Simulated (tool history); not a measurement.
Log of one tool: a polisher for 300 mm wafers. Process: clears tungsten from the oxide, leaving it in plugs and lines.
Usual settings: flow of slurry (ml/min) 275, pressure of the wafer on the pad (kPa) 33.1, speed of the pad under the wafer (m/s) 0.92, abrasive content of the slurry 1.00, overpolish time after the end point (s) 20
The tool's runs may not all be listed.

run,hour,flow of slurry (ml/min),pressure of the wafer on the pad (kPa),speed of the pad under the wafer (m/s),abrasive content of the slurry,overpolish time after the end point (s),"incoming thickness of the incoming film, nm",time until the end point was called (s)
1,0.0,275,35.9,0.92,1.00,23,280.9,56.0
# hour 35.7: slurry nozzle cleaned
# hour 41.8: head pressure recalibrated
2,45.0,275,33.1,0.92,1.00,20,279.9,61.8
# hour 49.1: slurry tank refilled with fresh slurry and peroxide
3,62.5,275,33.1,0.92,1.00,20,280.9,58.3
4,101.8,275,33.1,0.92,1.00,20,276.0,58.8
# hour 111.6: worn pad replaced by a new one
5,119.2,275,33.1,0.92,0.85,20,278.8,63.5
6,136.1,230,33.1,0.92,1.00,24,281.5,63.7
7,150.7,275,33.1,0.70,1.00,20,280.6,81.0
8,165.7,320,33.1,0.92,1.00,20,278.5,60.6
# hour 177.1: slurry blender recalibrated
# hour 179.9: slurry tank refilled with fresh slurry and peroxide
9,180.4,275,22.8,0.92,1.00,20,277.2,78.0
10,190.8,355,33.1,1.16,1.15,8,275.8,42.1
11,203.9,275,33.1,0.92,1.00,20,277.0,57.3
12,219.6,275,33.1,0.92,1.00,20,279.3,58.3
13,229.6,275,33.1,0.82,1.00,9,279.1,67.0
# hour 240.9: worn pad replaced by a new one
14,244.5,315,33.1,0.92,1.00,20,283.0,59.7
15,275.2,275,33.1,0.92,1.00,20,276.4,60.7
# hour 278.1: slurry nozzle cleaned
16,288.8,275,33.1,0.92,1.00,20,275.6,60.3
17,296.9,275,33.1,0.92,1.00,20,285.4,62.7
18,303.8,230,33.1,0.92,1.00,24,277.1,60.8
# hour 314.3: slurry tank refilled with fresh slurry and peroxide
19,314.8,365,33.1,0.92,1.00,24,284.4,56.3
20,330.7,275,38.6,0.66,0.75,15,279.6,77.5
21,347.2,275,33.1,0.92,1.00,20,280.8,59.5
22,364.7,355,33.1,0.92,1.00,25,279.9,59.3
23,372.9,275,33.1,0.92,1.00,20,280.2,60.7
# hour 383.0: worn pad replaced by a new one
24,387.3,275,42.1,0.92,1.00,20,280.3,49.1
# hour 401.7: slurry blender recalibrated
25,403.2,180,22.1,0.92,1.00,20,284.2,96.5
26,415.7,345,33.1,1.00,1.00,20,278.6,54.3
# hour 440.7: slurry tank refilled with fresh slurry and peroxide
27,459.1,355,33.1,1.02,0.75,24,284.8,57.5

Some steps in time until the end point was called (s) between neighbouring runs. How much of each would the tool show without its hidden state too (settings, what came in, random variation), and how much is left for the hidden state, with any gauge scatter that isn't in both results?
The hidden state here: removal rate lost through wear of the pad, %; slurry flow missing at the pad, %; deviation of the head's pressure from its setpoint, %; abrasive missing from the slurry, %; peroxide lost from the slurry, %.
Run 8 -> 9: flow of slurry (ml/min) 320 -> 275, pressure of the wafer on the pad (kPa) 33.1 -> 22.8, slurry blender recalibrated, slurry tank refilled with fresh slurry and peroxide. time until the end point was called (s) +17.4: hidden state -5.1, all else +22.5.
Run 18 -> 19: flow of slurry (ml/min) 230 -> 365, slurry tank refilled with fresh slurry and peroxide. time until the end point was called (s) -4.5: hidden state -5.0, all else +0.5.
Run 24 -> 25: flow of slurry (ml/min) 275 -> 180, pressure of the wafer on the pad (kPa) 42.1 -> 22.1, slurry blender recalibrated. time until the end point was called (s) +47.4: hidden state +4.5, all else +42.9.
Run 25 -> 26: flow of slurry (ml/min) 180 -> 345, pressure of the wafer on the pad (kPa) 22.1 -> 33.1, speed of the pad under the wafer (m/s) 0.92 -> 1.00. time until the end point was called (s) -42.2: hidden state -3.6, all else -38.6.

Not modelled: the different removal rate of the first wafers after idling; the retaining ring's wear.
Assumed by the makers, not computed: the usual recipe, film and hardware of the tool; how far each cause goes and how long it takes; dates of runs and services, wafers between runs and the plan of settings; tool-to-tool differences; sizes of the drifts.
